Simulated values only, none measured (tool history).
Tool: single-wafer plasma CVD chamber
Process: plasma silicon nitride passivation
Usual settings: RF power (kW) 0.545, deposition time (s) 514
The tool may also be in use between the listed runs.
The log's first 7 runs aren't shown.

run     day  RF power (kW)  deposition time (s)  wafers since the last listed run  hours since the last RF generator calibration  hours since the showerhead was replaced  hours since the gauge calibration  read-back reference wafer on the same gauge, thickness_nm  mean film thickness on the monitor wafer (Å)
  8   5.379          0.545                  586                               197                                         1147.7                                   2950.2                              398.8                                                    693.426                                       9747.61
  9   5.733          0.545                  586                                38                                         1156.2                                   2958.7                              407.3                                                    694.358                                       9822.29
 10   6.308          0.545                  586                                61                                         1170.0                                   2972.5                              421.1                                                    693.075                                       9795.08
 11   6.800          0.545                  548                                52                                         1181.8                                   2984.3                              432.9                                                    694.815                                       9167.72
 12   7.325          0.545                  548                                56                                         1194.4                                   2996.9                              445.5                                                    694.097                                       9176.13
      8.042  -- RF generator calibrated
      8.096  -- gauge calibrated
 13   8.812          0.545                  548                               124                                           18.5                                   3032.6                               17.2                                                    694.955                                       9130.04
 14   9.267          0.545                  463                                48                                           29.4                                   3043.5                               28.1                                                    694.034                                       7753.15
      9.975  -- showerhead replaced
 15   9.996          0.545                  463                                42                                           46.9                                      0.5                               45.6                                                    694.520                                       7746.77
 16  10.429          0.545                  463                                46                                           57.3                                     10.9                               56.0                                                    693.753                                       7730.41
 17  10.842          0.545                  514                                44                                           67.2                                     20.8                               65.9                                                    693.410                                       8540.13
 18  11.542          0.545                  514                                75                                           84.0                                     37.6                               82.7                                                    693.736                                       8593.27
 19  12.233          0.545                  514                                74                                          100.6                                     54.2                               99.3                                                    694.055                                       8623.89
 20  13.150          0.545                  514                                98                                          122.6                                     76.2                              121.3                                                    693.711                                       8636.76
 21  13.546          0.545                  586                                42                                          132.1                                     85.7                              130.8                                                    694.649                                       9768.47
 22  13.842          0.500                  466                                31                                          139.2                                     92.8                              137.9                                                    694.266                                       7582.95
 23  14.275          0.585                  514                                46                                          149.6                                    103.2                              148.3                                                    693.580                                       8795.85
 24  14.662          0.545                  573                                41                                          158.9                                    112.5                              157.6                                                    694.143                                       9561.55
 25  14.933          0.545                  586                                29                                          165.4                                    119.0                              164.1                                                    694.974                                       9809.10
 26  15.400          0.545                  595                                50                                          176.6                                    130.2                              175.3                                                    693.940                                       9952.85
 27  15.667          0.480                  447                                28                                          183.0                                    136.6                              181.7                                                    694.216                                       7184.17

Forecast run 28:
 28  16.125          0.460                  615                                49                                          194.0                                    147.6                              192.7                                                          ?                                             ?

read-back reference wafer on the same gauge, thickness_nm: 694.357
mean film thickness on the monitor wafer (Å): 9727.03
Without the tool's hidden state the same run would have given mean film thickness on the monitor wafer (Å) 9727.03.
